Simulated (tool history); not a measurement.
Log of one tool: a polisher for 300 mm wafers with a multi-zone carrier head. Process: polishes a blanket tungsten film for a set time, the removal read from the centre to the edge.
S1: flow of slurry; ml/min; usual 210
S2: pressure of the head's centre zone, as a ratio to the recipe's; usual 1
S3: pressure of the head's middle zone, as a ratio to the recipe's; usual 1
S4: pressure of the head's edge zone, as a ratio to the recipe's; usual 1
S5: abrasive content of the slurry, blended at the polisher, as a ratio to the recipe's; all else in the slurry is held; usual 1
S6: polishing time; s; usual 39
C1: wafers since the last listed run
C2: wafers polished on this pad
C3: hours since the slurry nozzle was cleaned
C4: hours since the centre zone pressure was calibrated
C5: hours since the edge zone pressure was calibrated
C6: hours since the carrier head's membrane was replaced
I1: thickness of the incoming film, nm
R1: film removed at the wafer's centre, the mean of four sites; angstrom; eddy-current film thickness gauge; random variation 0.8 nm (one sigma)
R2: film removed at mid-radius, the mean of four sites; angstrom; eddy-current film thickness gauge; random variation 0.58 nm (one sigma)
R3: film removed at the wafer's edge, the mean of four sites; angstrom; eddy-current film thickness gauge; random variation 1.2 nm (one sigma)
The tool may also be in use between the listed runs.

run,day,S1,S2,S3,S4,S5,S6,C1,C2,C3,C4,C5,C6,I1,R1,R2,R3
1,0,210,1,1,1,1,39,0,270,8.1,1355.5,840.6,1666.9,1403.3,986,934,971
2,0.546,210,1,1,1,1,39,118,388,21.2,1368.6,853.7,1680,1385.9,959,933,971
3,1.4,210,1,1,1,1,39,185,573,41.7,1389.1,874.2,1700.5,1385.9,947,927,969
4,2.067,210,1,1,1,1,39,144,718,57.7,1405.1,890.2,1716.5,1407.7,931,913,941
5,2.8,210,1,1,1,1,39,158,877,75.3,1422.7,907.8,1734.1,1394.9,913,888,939
6,3.717,210,1,1,1,1,39,198,1075,97.3,1444.7,929.8,1756.1,1384.1,889,863,915
# day 3.892: worn pad replaced by a new one, of another model than before
7,5.162,210,0.92,1,1,1,39,277,275,132,1479.4,964.5,1790.8,1364.7,913,951,989
# day 5.954: centre zone pressure recalibrated
8,6.212,210,0.92,1,1,1,39,209,485,157.2,6.2,989.7,1816,1367.4,895,935,978
# day 7.433: edge zone pressure recalibrated
9,7.454,210,0.92,1,1,1,39,251,736,187,36,0.5,1845.8,1390,854,914,951
# day 8.55: worn pad replaced by a new one
10,8.571,210,1,1,1,1,44,205,4,213.8,62.8,27.3,1872.6,1403.9,1100,1056,1107
11,9.2,210,1,1,1,1,39,136,140,228.9,77.9,42.4,1887.7,1407.6,974,943,984
12,9.883,210,1,1,1,1,39,148,288,245.3,94.3,58.8,1904.1,1361.1,959,934,995
13,10.854,210,1.08,1,1,1,31,210,499,268.6,117.6,82.1,1927.4,1378.2,794,735,772
# day 12.788: slurry nozzle cleaned
# day 13.058: worn pad replaced by a new one
14,13.133,210,0.97,1,1,1.15,25,448,16,8.3,172.3,136.8,1982.1,1375.7,650,640,648
# day 13.592: carrier head's membrane replaced by a new one
15,14.462,210,1,1,1,1,39,242,259,40.2,204.2,168.7,20.9,1403,987,947,1002
16,15.183,265,0.89,1,1.08,1.2,39,156,415,57.5,221.5,186,38.2,1387.5,939,1011,1079
17,16.667,155,1.11,1.11,1,0.85,39,321,737,93.1,257.1,221.6,73.8,1372.7,932,916,884
# day 17.196: worn pad replaced by a new one
18,17.692,180,1,1,1,0.7,39,186,107,117.7,281.7,246.2,98.4,1388.7,837,812,849
19,19.033,210,1,1.05,1,1,27,290,397,149.9,313.9,278.4,130.6,1388.8,673,669,670
20,19.629,210,1,1,1,1,39,129,527,164.2,328.2,292.7,144.9,1391.3,965,914,963

5 ways to go on from here, each from the tool as it stands after run 20. What would each give?
A,19.646,210,1,1,1,1,39,3,530,164.6,328.6,293.1,145.3,1370.9,?,?,?
B,19.646,210,0.89,1,1.06,1,49,3,530,164.6,328.6,293.1,145.3,1370.9,?,?,?
C,19.646,210,1,1.06,1,1,53,3,530,164.6,328.6,293.1,145.3,1370.9,?,?,?
D,19.646,240,1,1,0.96,1.2,39,3,530,164.6,328.6,293.1,145.3,1370.9,?,?,?
E,19.646,155,1,0.88,0.96,1,39,3,530,164.6,328.6,293.1,145.3,1370.9,?,?,?

run,R1,R2,R3
A,948,924,969
B,1081,1161,1253
C,1289,1319,1316
D,1021,994,1019
E,915,805,930
Without the tool's hidden state the same runs would have given:
run,R1,R2,R3
A,982,956,1003
B,1119,1202,1297
C,1334,1365,1362
D,1057,1028,1055
E,947,833,963
